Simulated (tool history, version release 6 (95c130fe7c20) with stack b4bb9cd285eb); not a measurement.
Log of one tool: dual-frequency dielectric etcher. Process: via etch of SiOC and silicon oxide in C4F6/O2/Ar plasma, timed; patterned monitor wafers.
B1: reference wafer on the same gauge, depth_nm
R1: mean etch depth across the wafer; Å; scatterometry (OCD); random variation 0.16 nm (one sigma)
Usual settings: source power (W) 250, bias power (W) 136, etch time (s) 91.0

run 1 day=0.000 | source_power_(W)=250 bias_power_(W)=136 etch_time_(s)=91.0 | B1=76.2 | R1=751
run 2 day=3.317 | source_power_(W)=250 bias_power_(W)=147 etch_time_(s)=91.0 | B1=76.2 | R1=767
run 3 day=6.538 | source_power_(W)=250 bias_power_(W)=151 etch_time_(s)=91.0 | B1=76.2 | R1=780
run 4 day=8.050 | source_power_(W)=250 bias_power_(W)=151 etch_time_(s)=91.0 | B1=76.2 | R1=783
-- day=9.467 wet clean of the chamber
-- day=10.046 gauge calibrated
run 5 day=10.475 | source_power_(W)=250 bias_power_(W)=151 etch_time_(s)=91.0 | B1=76.2 | R1=759
run 6 day=13.862 | source_power_(W)=250 bias_power_(W)=136 etch_time_(s)=77.0 | B1=76.2 | R1=629
run 7 day=18.167 | source_power_(W)=250 bias_power_(W)=157 etch_time_(s)=91.0 | B1=76.2 | R1=779
run 8 day=21.988 | source_power_(W)=250 bias_power_(W)=157 etch_time_(s)=91.0 | B1=76.2 | R1=781
-- day=24.417 wet clean of the chamber
run 9 day=24.438 | source_power_(W)=250 bias_power_(W)=136 etch_time_(s)=105.0 | B1=76.2 | R1=863
run 10 day=27.554 | source_power_(W)=250 bias_power_(W)=129 etch_time_(s)=98.5 | B1=76.2 | R1=800
run 11 day=31.929 | source_power_(W)=250 bias_power_(W)=129 etch_time_(s)=98.5 | B1=76.2 | R1=803
-- day=33.188 bias power generator calibrated
run 12 day=35.429 | source_power_(W)=250 bias_power_(W)=109 etch_time_(s)=91.0 | B1=76.2 | R1=717
-- day=36.950 source power generator calibrated
run 13 day=38.517 | source_power_(W)=250 bias_power_(W)=136 etch_time_(s)=91.0 | B1=76.2 | R1=764
-- day=41.067 gauge calibrated
-- day=41.325 wet clean of the chamber
run 14 day=41.346 | source_power_(W)=200 bias_power_(W)=136 etch_time_(s)=91.0 | B1=76.2 | R1=667
-- day=43.483 upper electrode replaced
run 15 day=43.504 | source_power_(W)=250 bias_power_(W)=105 etch_time_(s)=116.5 | B1=76.2 | R1=897
run 16 day=46.692 | source_power_(W)=250 bias_power_(W)=136 etch_time_(s)=91.0 | B1=76.2 | R1=750
run 17 day=48.229 | source_power_(W)=250 bias_power_(W)=136 etch_time_(s)=91.0 | B1=76.2 | R1=755
run 18 day=50.325 | source_power_(W)=250 bias_power_(W)=105 etch_time_(s)=91.0 | B1=76.2 | R1=709
run 19 day=52.900 | source_power_(W)=270 bias_power_(W)=136 etch_time_(s)=70.0 | B1=76.2 | R1=603
run 20 day=55.021 | source_power_(W)=220 bias_power_(W)=116 etch_time_(s)=83.0 | B1=76.2 | R1=628

Forecast each of these 4 alternatives for the next run:
run A day=55.038 | source_power_(W)=250 bias_power_(W)=136 etch_time_(s)=91.0 | B1=? | R1=?
run B day=55.038 | source_power_(W)=290 bias_power_(W)=121 etch_time_(s)=99.0 | B1=? | R1=?
run C day=55.038 | source_power_(W)=310 bias_power_(W)=164 etch_time_(s)=101.0 | B1=? | R1=?
run D day=55.038 | source_power_(W)=250 bias_power_(W)=136 etch_time_(s)=82.0 | B1=? | R1=?

run=A B1=76.2 R1=763
run=B B1=76.2 R1=865
run=C B1=76.2 R1=981
run=D B1=76.2 R1=687
Without the tool's hidden state the same runs would have given:
run=A R1=744
run=B R1=844
run=C R1=957
run=D R1=670
